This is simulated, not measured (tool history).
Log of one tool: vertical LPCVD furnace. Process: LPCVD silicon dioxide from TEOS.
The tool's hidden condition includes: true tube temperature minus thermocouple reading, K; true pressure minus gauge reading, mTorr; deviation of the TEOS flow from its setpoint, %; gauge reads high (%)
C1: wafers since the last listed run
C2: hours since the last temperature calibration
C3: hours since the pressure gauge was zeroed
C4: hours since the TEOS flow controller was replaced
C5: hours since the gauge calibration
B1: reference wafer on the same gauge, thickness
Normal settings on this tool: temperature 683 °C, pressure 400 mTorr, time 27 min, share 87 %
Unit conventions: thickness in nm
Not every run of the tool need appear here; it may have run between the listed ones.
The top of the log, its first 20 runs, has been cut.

run 21 hour=943.3 | temperature=691 pressure=400 time=27 share=87 | C1=520 C2=1836.4 C3=4713.9 C4=220.9 C5=371.1 | B1=143.79 | thickness=219.62
run 22 hour=988.4 | temperature=683 pressure=400 time=27 share=87 | C1=415 C2=1881.5 C3=4759 C4=266 C5=416.2 | B1=144.12 | thickness=182.91
run 23 hour=1035.1 | temperature=683 pressure=400 time=27 share=87 | C1=430 C2=1928.2 C3=4805.7 C4=312.7 C5=462.9 | B1=144.16 | thickness=182.45
-- hour=1102.6 thermocouples replaced and temperature profile calibrated
-- hour=1182.7 pressure gauge zeroed
run 24 hour=1215.2 | temperature=672 pressure=400 time=27 share=87 | C1=1216 C2=112.6 C3=32.5 C4=492.8 C5=643 | B1=143.76 | thickness=132.47
run 25 hour=1286.6 | temperature=689 pressure=350 time=27 share=87 | C1=657 C2=184 C3=103.9 C4=564.2 C5=714.4 | B1=144.24 | thickness=186.88
run 26 hour=1348.5 | temperature=671 pressure=400 time=27 share=87 | C1=570 C2=245.9 C3=165.8 C4=626.1 C5=776.3 | B1=143.79 | thickness=128.54
run 27 hour=1385.6 | temperature=683 pressure=400 time=27 share=92 | C1=341 C2=283 C3=202.9 C4=663.2 C5=813.4 | B1=144.06 | thickness=179.04
run 28 hour=1439 | temperature=683 pressure=495 time=27 share=87 | C1=491 C2=336.4 C3=256.3 C4=716.6 C5=866.8 | B1=144.1 | thickness=192.06
run 29 hour=1503.1 | temperature=678 pressure=370 time=20.5 share=97 | C1=590 C2=400.5 C3=320.4 C4=780.7 C5=930.9 | B1=143.83 | thickness=117.72
run 30 hour=1546.6 | temperature=690 pressure=440 time=17 share=76 | C1=400 C2=444 C3=363.9 C4=824.2 C5=974.4 | B1=144.19 | thickness=126.93

5 ways to go on from here, each from the tool as it stands after run 30. What would each give?
run A hour=1551.8 | temperature=683 pressure=400 time=27 share=87 | C1=47 C2=449.2 C3=369.1 C4=829.4 C5=979.6 | B1=? | thickness=?
run B hour=1551.8 | temperature=675 pressure=490 time=27 share=87 | C1=47 C2=449.2 C3=369.1 C4=829.4 C5=979.6 | B1=? | thickness=?
run C hour=1551.8 | temperature=683 pressure=330 time=35.5 share=97 | C1=47 C2=449.2 C3=369.1 C4=829.4 C5=979.6 | B1=? | thickness=?
run D hour=1551.8 | temperature=683 pressure=400 time=20 share=87 | C1=47 C2=449.2 C3=369.1 C4=829.4 C5=979.6 | B1=? | thickness=?
run E hour=1551.8 | temperature=688 pressure=400 time=27 share=78 | C1=47 C2=449.2 C3=369.1 C4=829.4 C5=979.6 | B1=? | thickness=?

run=A B1=143.93 thickness=174.25
run=B B1=143.93 thickness=158.79
run=C B1=143.93 thickness=219.74
run=D B1=143.93 thickness=129.08
run=E B1=143.93 thickness=186
Without the tool's hidden state the same runs would have given:
run=A thickness=173.41
run=B thickness=158.01
run=C thickness=218.67
run=D thickness=128.45
run=E thickness=185.11

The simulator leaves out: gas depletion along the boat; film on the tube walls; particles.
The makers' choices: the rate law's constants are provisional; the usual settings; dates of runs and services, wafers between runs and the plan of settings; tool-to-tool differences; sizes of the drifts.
